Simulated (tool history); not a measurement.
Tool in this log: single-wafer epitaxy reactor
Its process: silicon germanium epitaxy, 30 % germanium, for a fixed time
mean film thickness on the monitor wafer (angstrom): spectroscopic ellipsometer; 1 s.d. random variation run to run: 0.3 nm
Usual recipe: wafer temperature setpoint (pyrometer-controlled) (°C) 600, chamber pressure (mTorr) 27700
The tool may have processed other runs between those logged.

run,hour,wafer temperature setpoint (pyrometer-controlled) (°C),chamber pressure (mTorr),wafers since the last listed run,hours since the last pyrometer calibration,hours since the last manometer calibration,hours since the showerhead was replaced,hours since the gauge calibration,"read-back reference wafer on the same gauge, thickness_nm",mean film thickness on the monitor wafer (angstrom)
1,0.0,600,27700,0,1790.1,1672.0,6107.1,322.8,55.579,748.55
2,13.2,600,27700,283,1803.3,1685.2,6120.3,336.0,55.624,749.76
3,22.6,596,27700,201,1812.7,1694.6,6129.7,345.4,55.565,696.04
4,29.2,600,27700,141,1819.3,1701.2,6136.3,352.0,55.569,749.56
5,39.0,588,27700,210,1829.1,1711.0,6146.1,361.8,55.476,596.00
6,81.3,600,27700,908,1871.4,1753.3,6188.4,404.1,55.553,752.02
7,99.1,592,27700,382,1889.2,1771.1,6206.2,421.9,55.543,651.32
# hour 117.8: showerhead replaced
8,118.3,592,27700,240,1908.4,1790.3,0.5,441.1,55.572,647.80
9,127.0,592,27700,186,1917.1,1799.0,9.2,449.8,55.606,647.73
10,142.3,600,27700,328,1932.4,1814.3,24.5,465.1,55.560,762.97
# hour 162.9: capacitance manometer re-zeroed and calibrated
11,163.4,600,27700,281,1953.5,0.5,45.6,486.2,55.590,761.19
12,168.8,600,27700,116,1958.9,5.9,51.0,491.6,55.510,757.36
13,176.7,600,23500,169,1966.8,13.8,58.9,499.5,55.557,709.99
14,186.3,613,32800,206,1976.4,23.4,68.5,509.1,55.497,1053.17
15,193.5,611,22300,154,1983.6,30.6,75.7,516.3,55.699,850.25
# hour 204.9: gauge calibrated
16,209.3,605,21600,339,1999.4,46.4,91.5,4.4,55.604,750.64
17,261.6,600,27700,1123,2051.7,98.7,143.8,56.7,55.636,764.05
18,271.6,612,33100,214,2061.7,108.7,153.8,66.7,55.571,1033.53
19,282.8,607,31800,240,2072.9,119.9,165.0,77.9,55.544,927.23
# hour 329.2: pyrometer calibrated
20,331.7,595,31500,878,2.5,168.8,213.9,126.8,55.666,668.89
21,343.7,600,27700,257,14.5,180.8,225.9,138.8,55.563,699.04
22,355.7,614,31400,257,26.5,192.8,237.9,150.8,55.629,964.58
23,363.5,590,24400,167,34.3,200.6,245.7,158.6,55.589,541.72
24,377.7,600,27700,305,48.5,214.8,259.9,172.8,55.669,694.91
25,390.8,610,27700,281,61.6,227.9,273.0,185.9,55.594,844.47
26,401.0,610,24900,219,71.8,238.1,283.2,196.1,55.611,800.46
27,411.4,608,30200,223,82.2,248.5,293.6,206.5,55.621,850.23
28,424.3,595,34600,277,95.1,261.4,306.5,219.4,55.586,701.48
29,437.1,600,24300,274,107.9,274.2,319.3,232.2,55.584,659.08
30,456.2,608,32400,410,127.0,293.3,338.4,251.3,55.556,869.23
31,464.5,600,27700,178,135.3,301.6,346.7,259.6,55.652,702.94

What does the tool deliver on the next run?
32,473.2,595,34600,186,144.0,310.3,355.4,268.3,?,?

read-back reference wafer on the same gauge, thickness_nm: 55.598
mean film thickness on the monitor wafer (angstrom): 696.67
Had the tool carried no hidden state, the very same run would have given mean film thickness on the monitor wafer (angstrom) 689.27.
